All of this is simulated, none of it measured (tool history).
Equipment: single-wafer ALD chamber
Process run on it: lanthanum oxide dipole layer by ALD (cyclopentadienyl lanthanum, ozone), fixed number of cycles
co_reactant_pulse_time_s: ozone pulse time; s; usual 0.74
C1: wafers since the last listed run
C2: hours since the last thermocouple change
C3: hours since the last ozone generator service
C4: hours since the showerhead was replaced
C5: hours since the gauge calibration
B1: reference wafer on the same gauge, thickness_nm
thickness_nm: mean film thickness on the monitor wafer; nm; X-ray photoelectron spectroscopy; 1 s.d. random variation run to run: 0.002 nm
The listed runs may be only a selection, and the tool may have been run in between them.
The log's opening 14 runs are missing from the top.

{"hour": 128.8, "done": "gauge calibrated"}
{"run": 15, "hour": 135.0, "co_reactant_pulse_time_s": 0.9, "C1": 358, "C2": 1843.6, "C3": 904.3, "C4": 39.2, "C5": 6.2, "B1": 0.449, "thickness_nm": 0.45}
{"run": 16, "hour": 147.7, "co_reactant_pulse_time_s": 0.59, "C1": 290, "C2": 1856.3, "C3": 917.0, "C4": 51.9, "C5": 18.9, "B1": 0.45, "thickness_nm": 0.326}
{"hour": 157.5, "done": "thermocouple changed; heater temperature recalibrated"}
{"hour": 166.8, "done": "ozone generator serviced"}
{"run": 17, "hour": 167.3, "co_reactant_pulse_time_s": 0.74, "C1": 82, "C2": 9.8, "C3": 0.5, "C4": 71.5, "C5": 38.5, "B1": 0.45, "thickness_nm": 0.372}
{"run": 18, "hour": 181.5, "co_reactant_pulse_time_s": 1.02, "C1": 324, "C2": 24.0, "C3": 14.7, "C4": 85.7, "C5": 52.7, "B1": 0.45, "thickness_nm": 0.458}
{"run": 19, "hour": 199.5, "co_reactant_pulse_time_s": 0.95, "C1": 411, "C2": 42.0, "C3": 32.7, "C4": 103.7, "C5": 70.7, "B1": 0.45, "thickness_nm": 0.438}
{"run": 20, "hour": 206.4, "co_reactant_pulse_time_s": 0.82, "C1": 157, "C2": 48.9, "C3": 39.6, "C4": 110.6, "C5": 77.6, "B1": 0.45, "thickness_nm": 0.399}
{"run": 21, "hour": 212.7, "co_reactant_pulse_time_s": 0.92, "C1": 144, "C2": 55.2, "C3": 45.9, "C4": 116.9, "C5": 83.9, "B1": 0.45, "thickness_nm": 0.434}
{"run": 22, "hour": 221.2, "co_reactant_pulse_time_s": 0.74, "C1": 194, "C2": 63.7, "C3": 54.4, "C4": 125.4, "C5": 92.4, "B1": 0.45, "thickness_nm": 0.371}
{"run": 23, "hour": 231.1, "co_reactant_pulse_time_s": 0.52, "C1": 226, "C2": 73.6, "C3": 64.3, "C4": 135.3, "C5": 102.3, "B1": 0.449, "thickness_nm": 0.243}
{"run": 24, "hour": 238.3, "co_reactant_pulse_time_s": 0.55, "C1": 164, "C2": 80.8, "C3": 71.5, "C4": 142.5, "C5": 109.5, "B1": 0.45, "thickness_nm": 0.268}
{"hour": 254.1, "done": "ozone generator serviced, repeated, since the last time left the tool worse"}
{"run": 25, "hour": 254.6, "co_reactant_pulse_time_s": 0.74, "C1": 189, "C2": 97.1, "C3": 0.5, "C4": 158.8, "C5": 125.8, "B1": 0.449, "thickness_nm": 0.42}
{"run": 26, "hour": 267.5, "co_reactant_pulse_time_s": 1.01, "C1": 294, "C2": 110.0, "C3": 13.4, "C4": 171.7, "C5": 138.7, "B1": 0.45, "thickness_nm": 0.494}
{"run": 27, "hour": 285.4, "co_reactant_pulse_time_s": 0.82, "C1": 409, "C2": 127.9, "C3": 31.3, "C4": 189.6, "C5": 156.6, "B1": 0.451, "thickness_nm": 0.446}
{"run": 28, "hour": 298.3, "co_reactant_pulse_time_s": 0.54, "C1": 294, "C2": 140.8, "C3": 44.2, "C4": 202.5, "C5": 169.5, "B1": 0.45, "thickness_nm": 0.309}
{"run": 29, "hour": 314.8, "co_reactant_pulse_time_s": 0.66, "C1": 377, "C2": 157.3, "C3": 60.7, "C4": 219.0, "C5": 186.0, "B1": 0.45, "thickness_nm": 0.381}
{"run": 30, "hour": 329.9, "co_reactant_pulse_time_s": 0.74, "C1": 345, "C2": 172.4, "C3": 75.8, "C4": 234.1, "C5": 201.1, "B1": 0.451, "thickness_nm": 0.414}

The next listed run, before its measurement:
{"run": 31, "hour": 346.1, "co_reactant_pulse_time_s": 0.96, "C1": 370, "C2": 188.6, "C3": 92.0, "C4": 250.3, "C5": 217.3, "B1": "?", "thickness_nm": "?"}

Run 31 measured B1 0.450, thickness_nm 0.478 nm.
Were there no unlogged condition in the tool, this run, its random variation unchanged, would have produced thickness_nm 0.485 nm.

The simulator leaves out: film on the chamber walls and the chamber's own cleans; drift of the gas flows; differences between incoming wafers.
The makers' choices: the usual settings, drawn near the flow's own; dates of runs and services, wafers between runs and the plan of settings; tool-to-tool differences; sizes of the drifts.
